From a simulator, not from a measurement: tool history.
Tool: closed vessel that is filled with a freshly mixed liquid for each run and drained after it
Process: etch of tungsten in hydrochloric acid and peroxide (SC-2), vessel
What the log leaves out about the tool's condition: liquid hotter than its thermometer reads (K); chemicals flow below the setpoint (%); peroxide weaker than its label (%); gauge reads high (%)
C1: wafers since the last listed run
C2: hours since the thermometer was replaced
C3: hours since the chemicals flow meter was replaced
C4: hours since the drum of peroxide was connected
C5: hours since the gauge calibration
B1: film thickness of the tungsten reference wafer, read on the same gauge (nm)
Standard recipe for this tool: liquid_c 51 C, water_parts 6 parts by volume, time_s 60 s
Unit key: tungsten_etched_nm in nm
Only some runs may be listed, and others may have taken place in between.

run 1 hour=0 | liquid_c=51 water_parts=6 time_s=60 | C1=0 C2=394.4 C3=366 C4=220.9 C5=124.2 | B1=100 | tungsten_etched_nm=19.5
run 2 hour=10.8 | liquid_c=51 water_parts=6 time_s=60 | C1=1634 C2=405.2 C3=376.8 C4=231.7 C5=135 | B1=99.96 | tungsten_etched_nm=19.29
run 3 hour=26.7 | liquid_c=51 water_parts=6 time_s=60 | C1=2406 C2=421.1 C3=392.7 C4=247.6 C5=150.9 | B1=99.99 | tungsten_etched_nm=19.39
run 4 hour=33 | liquid_c=51 water_parts=6 time_s=60 | C1=953 C2=427.4 C3=399 C4=253.9 C5=157.2 | B1=100.01 | tungsten_etched_nm=19.46
run 5 hour=46.7 | liquid_c=51 water_parts=6 time_s=75 | C1=2073 C2=441.1 C3=412.7 C4=267.6 C5=170.9 | B1=100 | tungsten_etched_nm=24.29
run 6 hour=55 | liquid_c=51 water_parts=6 time_s=75 | C1=1256 C2=449.4 C3=421 C4=275.9 C5=179.2 | B1=100.03 | tungsten_etched_nm=24.33
run 7 hour=70.3 | liquid_c=51 water_parts=6 time_s=75 | C1=2316 C2=464.7 C3=436.3 C4=291.2 C5=194.5 | B1=100.04 | tungsten_etched_nm=24.15
run 8 hour=84.2 | liquid_c=51 water_parts=6 time_s=60 | C1=2104 C2=478.6 C3=450.2 C4=305.1 C5=208.4 | B1=100.01 | tungsten_etched_nm=19.43
run 9 hour=99 | liquid_c=51 water_parts=6 time_s=60 | C1=2240 C2=493.4 C3=465 C4=319.9 C5=223.2 | B1=99.97 | tungsten_etched_nm=19.53
-- hour=100.6 gauge calibrated
-- hour=114.5 new drum of peroxide connected
run 10 hour=115 | liquid_c=51 water_parts=6 time_s=60 | C1=2270 C2=509.4 C3=481 C4=0.5 C5=14.4 | B1=100.01 | tungsten_etched_nm=19.55
-- hour=138.3 chemicals flow meter replaced
run 11 hour=141.9 | liquid_c=51 water_parts=6 time_s=60 | C1=3920 C2=536.3 C3=3.6 C4=27.4 C5=41.3 | B1=100.03 | tungsten_etched_nm=19.32

What does the tool deliver on the next run?
run 12 hour=148.5 | liquid_c=56.5 water_parts=7 time_s=60 | C1=999 C2=542.9 C3=10.2 C4=34 C5=47.9 | B1=? | tungsten_etched_nm=?

{"run 12": {"B1": 99.99, "tungsten_etched_nm": 25}}
On a tool with no hidden condition, and with the same random variation, this run would have come out at tungsten_etched_nm 25 nm.
